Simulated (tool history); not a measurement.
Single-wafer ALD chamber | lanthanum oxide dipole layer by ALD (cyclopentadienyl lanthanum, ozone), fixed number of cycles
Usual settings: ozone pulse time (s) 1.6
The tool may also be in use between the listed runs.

run,day,ozone pulse time (s),"read-back reference wafer on the same gauge, thickness_nm",mean film thickness on the monitor wafer (nm)
1,0,1.88,0.681,0.59
2,2.108,1.6,0.681,0.573
3,3.908,1.6,0.681,0.575
4,6.779,1.39,0.681,0.556
5,9.054,1.39,0.681,0.554
# day 10.675: showerhead replaced, of another model than before
6,10.983,1.39,0.681,0.563
7,13.262,1.6,0.682,0.571
8,14.633,1.25,0.681,0.548
9,17.129,1.6,0.682,0.569
10,18.762,1.07,0.681,0.531
# day 21.2: thermocouple changed; heater temperature recalibrated
11,21.221,1.6,0.682,0.564
# day 22.596: ozone generator serviced
# day 22.625: gauge calibrated
12,22.85,1.6,0.681,0.585
13,24.925,2.11,0.681,0.596
14,27.175,2.08,0.68,0.598
15,29.912,2.19,0.681,0.597

Forecast each of these 3 alternatives for the next run:
A,29.929,2.02,?,?
B,29.929,1.34,?,?
C,29.929,1.93,?,?

run,"read-back reference wafer on the same gauge, thickness_nm",mean film thickness on the monitor wafer (nm)
A,0.681,0.596
B,0.681,0.574
C,0.681,0.595
Without the tool's hidden state the same runs would have given:
run,mean film thickness on the monitor wafer (nm)
A,0.597
B,0.575
C,0.595
